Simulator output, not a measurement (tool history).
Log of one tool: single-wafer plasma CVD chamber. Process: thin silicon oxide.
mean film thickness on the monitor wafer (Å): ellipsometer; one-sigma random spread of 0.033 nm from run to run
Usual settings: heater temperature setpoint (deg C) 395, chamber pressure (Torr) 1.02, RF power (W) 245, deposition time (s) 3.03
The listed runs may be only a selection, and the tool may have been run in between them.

run,hour,heater temperature setpoint (deg C),chamber pressure (Torr),RF power (W),deposition time (s),wafers since the last listed run,hours since the last thermocouple change,hours since the last RF generator calibration,hours since the last manometer calibration,hours since the showerhead was replaced,hours since the gauge calibration,"read-back reference wafer on the same gauge, thickness_nm",mean film thickness on the monitor wafer (Å)
1,0.0,395,0.88,245,3.03,0,344.7,1117.2,81.8,2692.7,174.5,5.626,53.38
2,59.2,395,1.02,245,3.28,1410,403.9,1176.4,141.0,2751.9,233.7,5.627,69.50
3,114.8,395,1.02,245,3.03,1324,459.5,1232.0,196.6,2807.5,289.3,5.627,64.46
4,187.2,395,1.02,245,3.03,1724,531.9,1304.4,269.0,2879.9,361.7,5.626,64.64
5,239.0,395,1.02,245,3.03,1233,583.7,1356.2,320.8,2931.7,413.5,5.629,64.37
6,278.1,395,1.02,245,3.03,931,622.8,1395.3,359.9,2970.8,452.6,5.627,64.45
7,316.8,395,1.02,270,2.46,921,661.5,1434.0,398.6,3009.5,491.3,5.626,54.52
8,365.2,408,1.12,245,3.03,1152,709.9,1482.4,447.0,3057.9,539.7,5.640,69.85
9,425.7,395,1.02,220,3.60,1441,770.4,1542.9,507.5,3118.4,600.2,5.624,71.24
10,498.4,395,1.02,245,3.03,1731,843.1,1615.6,580.2,3191.1,672.9,5.621,64.30
11,561.3,395,1.02,245,3.03,1498,906.0,1678.5,643.1,3254.0,735.8,5.634,64.70
12,657.0,404,1.02,215,3.52,2279,1001.7,1774.2,738.8,3349.7,831.5,5.637,69.82
13,703.1,403,1.02,245,3.03,1098,1047.8,1820.3,784.9,3395.8,877.6,5.633,63.94
14,810.0,381,1.21,245,3.30,2546,1154.7,1927.2,891.8,3502.7,984.5,5.630,81.55
15,857.0,395,1.02,245,3.42,1119,1201.7,1974.2,938.8,3549.7,1031.5,5.621,72.72
16,910.5,406,1.02,245,2.51,1274,1255.2,2027.7,992.3,3603.2,1085.0,5.639,52.88
17,954.4,395,1.02,245,3.03,1045,1299.1,2071.6,1036.2,3647.1,1128.9,5.636,63.82
# hour 1028.6: capacitance manometer re-zeroed and calibrated
18,1039.7,400,1.02,245,3.03,1841,1384.4,2156.9,11.1,3732.4,1214.2,5.630,63.72
# hour 1076.8: RF generator calibrated
# hour 1125.7: showerhead replaced
# hour 1142.4: thermocouple changed; heater temperature recalibrated
19,1142.9,395,1.09,265,3.03,1886,0.5,66.1,114.3,17.2,1317.4,5.634,71.94
20,1240.0,402,1.11,285,3.51,2312,97.6,163.2,211.4,114.3,1414.5,5.628,86.63
21,1281.4,395,1.02,245,3.03,986,139.0,204.6,252.8,155.7,1455.9,5.636,63.82
22,1331.9,395,1.02,230,3.23,1202,189.5,255.1,303.3,206.2,1506.4,5.636,66.19
23,1407.4,395,1.02,245,3.03,1798,265.0,330.6,378.8,281.7,1581.9,5.629,64.53
24,1485.9,395,1.02,270,3.03,1869,343.5,409.1,457.3,360.2,1660.4,5.631,67.26
25,1566.6,395,1.02,245,3.03,1922,424.2,489.8,538.0,440.9,1741.1,5.629,64.25
26,1634.7,395,1.02,245,3.03,1622,492.3,557.9,606.1,509.0,1809.2,5.629,63.76
27,1735.5,385,1.10,290,2.64,2401,593.1,658.7,706.9,609.8,1910.0,5.629,65.67
28,1801.1,395,1.02,245,2.63,1562,658.7,724.3,772.5,675.4,1975.6,5.633,56.23
# hour 1903.5: capacitance manometer re-zeroed and calibrated
29,1908.9,390,1.02,245,3.03,2377,766.5,832.1,5.4,783.2,2083.4,5.634,64.36

4 options for the next run, each taken on its own from the tool as it stands now. Forecast them:
A,1909.3,395,1.27,245,3.03,9,766.9,832.5,5.8,783.6,2083.8,?,?
B,1909.3,395,1.25,245,3.03,9,766.9,832.5,5.8,783.6,2083.8,?,?
C,1909.3,391,1.10,275,3.41,9,766.9,832.5,5.8,783.6,2083.8,?,?
D,1909.3,395,0.83,230,3.03,9,766.9,832.5,5.8,783.6,2083.8,?,?

run,"read-back reference wafer on the same gauge, thickness_nm",mean film thickness on the monitor wafer (Å)
A,5.642,76.08
B,5.642,75.44
C,5.642,82.86
D,5.642,47.54
The same runs, with their run-to-run variation unchanged, on a tool lacking any hidden condition would have given:
run,mean film thickness on the monitor wafer (Å)
A,76.08
B,75.44
C,82.86
D,47.54

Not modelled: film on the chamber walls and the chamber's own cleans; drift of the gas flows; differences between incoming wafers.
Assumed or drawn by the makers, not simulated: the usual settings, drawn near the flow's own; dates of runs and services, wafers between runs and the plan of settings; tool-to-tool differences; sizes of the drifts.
